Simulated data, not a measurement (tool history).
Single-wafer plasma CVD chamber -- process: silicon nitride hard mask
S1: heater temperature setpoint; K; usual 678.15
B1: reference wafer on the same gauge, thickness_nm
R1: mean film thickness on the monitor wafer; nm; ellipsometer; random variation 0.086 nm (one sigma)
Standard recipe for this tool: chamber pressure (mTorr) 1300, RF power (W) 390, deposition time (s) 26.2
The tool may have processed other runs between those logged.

run 1 hour=0.0 | S1=678.15 chamber_pressure_(mTorr)=1140 RF_power_(W)=390 deposition_time_(s)=29.7 | B1=35.937 | R1=36.070
run 2 hour=93.2 | S1=678.15 chamber_pressure_(mTorr)=1140 RF_power_(W)=390 deposition_time_(s)=29.7 | B1=35.892 | R1=36.108
run 3 hour=152.7 | S1=678.15 chamber_pressure_(mTorr)=1140 RF_power_(W)=390 deposition_time_(s)=29.7 | B1=35.898 | R1=35.829
run 4 hour=235.3 | S1=689.15 chamber_pressure_(mTorr)=1300 RF_power_(W)=390 deposition_time_(s)=26.2 | B1=35.926 | R1=32.811
run 5 hour=337.1 | S1=689.15 chamber_pressure_(mTorr)=1300 RF_power_(W)=390 deposition_time_(s)=26.2 | B1=35.899 | R1=32.708
-- hour=368.2 thermocouple changed; heater temperature recalibrated
run 6 hour=438.9 | S1=678.15 chamber_pressure_(mTorr)=1300 RF_power_(W)=450 deposition_time_(s)=26.2 | B1=35.907 | R1=36.014
run 7 hour=526.0 | S1=678.15 chamber_pressure_(mTorr)=1300 RF_power_(W)=450 deposition_time_(s)=26.2 | B1=35.906 | R1=35.994
run 8 hour=583.5 | S1=678.15 chamber_pressure_(mTorr)=1300 RF_power_(W)=390 deposition_time_(s)=26.2 | B1=35.879 | R1=32.986
-- hour=615.3 RF generator calibrated
run 9 hour=680.1 | S1=678.15 chamber_pressure_(mTorr)=1300 RF_power_(W)=390 deposition_time_(s)=26.2 | B1=35.900 | R1=32.915
run 10 hour=760.8 | S1=685.15 chamber_pressure_(mTorr)=1300 RF_power_(W)=390 deposition_time_(s)=26.2 | B1=35.902 | R1=32.763
run 11 hour=828.8 | S1=678.15 chamber_pressure_(mTorr)=1300 RF_power_(W)=390 deposition_time_(s)=26.2 | B1=35.938 | R1=33.076
run 12 hour=886.5 | S1=678.15 chamber_pressure_(mTorr)=1300 RF_power_(W)=390 deposition_time_(s)=26.2 | B1=35.923 | R1=32.994
-- hour=927.1 capacitance manometer re-zeroed and calibrated
run 13 hour=979.6 | S1=678.15 chamber_pressure_(mTorr)=1300 RF_power_(W)=390 deposition_time_(s)=26.2 | B1=35.906 | R1=33.086
run 14 hour=1036.2 | S1=678.15 chamber_pressure_(mTorr)=1300 RF_power_(W)=390 deposition_time_(s)=26.2 | B1=35.891 | R1=33.079
run 15 hour=1082.2 | S1=689.15 chamber_pressure_(mTorr)=1390 RF_power_(W)=360 deposition_time_(s)=24.5 | B1=35.943 | R1=29.621
-- hour=1121.7 gauge calibrated
run 16 hour=1132.3 | S1=665.15 chamber_pressure_(mTorr)=1570 RF_power_(W)=340 deposition_time_(s)=21.2 | B1=35.848 | R1=25.803
run 17 hour=1176.2 | S1=678.15 chamber_pressure_(mTorr)=1140 RF_power_(W)=315 deposition_time_(s)=26.2 | B1=35.939 | R1=27.407
run 18 hour=1273.9 | S1=678.15 chamber_pressure_(mTorr)=1300 RF_power_(W)=325 deposition_time_(s)=26.2 | B1=35.886 | R1=29.078
run 19 hour=1352.2 | S1=666.15 chamber_pressure_(mTorr)=1300 RF_power_(W)=390 deposition_time_(s)=31.1 | B1=35.853 | R1=39.027
run 20 hour=1413.5 | S1=691.15 chamber_pressure_(mTorr)=1300 RF_power_(W)=415 deposition_time_(s)=26.2 | B1=35.948 | R1=34.025
run 21 hour=1470.2 | S1=664.15 chamber_pressure_(mTorr)=1430 RF_power_(W)=440 deposition_time_(s)=21.5 | B1=35.887 | R1=30.179
-- hour=1537.0 thermocouple changed; heater temperature recalibrated
run 22 hour=1547.2 | S1=678.15 chamber_pressure_(mTorr)=1300 RF_power_(W)=390 deposition_time_(s)=23.1 | B1=35.899 | R1=28.947
run 23 hour=1596.8 | S1=693.15 chamber_pressure_(mTorr)=1300 RF_power_(W)=390 deposition_time_(s)=30.8 | B1=35.905 | R1=38.584
-- hour=1653.6 showerhead replaced
run 24 hour=1701.8 | S1=678.15 chamber_pressure_(mTorr)=1300 RF_power_(W)=310 deposition_time_(s)=26.2 | B1=35.893 | R1=28.202
run 25 hour=1779.2 | S1=664.15 chamber_pressure_(mTorr)=1300 RF_power_(W)=390 deposition_time_(s)=21.0 | B1=35.868 | R1=26.717
run 26 hour=1824.2 | S1=678.15 chamber_pressure_(mTorr)=1300 RF_power_(W)=390 deposition_time_(s)=26.2 | B1=35.908 | R1=33.125
run 27 hour=1920.2 | S1=678.15 chamber_pressure_(mTorr)=1300 RF_power_(W)=390 deposition_time_(s)=26.2 | B1=35.889 | R1=33.146
run 28 hour=2002.9 | S1=678.15 chamber_pressure_(mTorr)=1300 RF_power_(W)=390 deposition_time_(s)=26.2 | B1=35.880 | R1=32.825
run 29 hour=2089.6 | S1=678.15 chamber_pressure_(mTorr)=1560 RF_power_(W)=465 deposition_time_(s)=26.2 | B1=35.940 | R1=38.761

Hidden state, per run?
wafer temperature above the value expected at the setpoint (K): 0 across all the runs
delivered RF power above the setpoint (%): 0 across all the runs
true pressure above the setpoint (%): 0 across all the runs
gauge reads high (%): 0 across all the runs
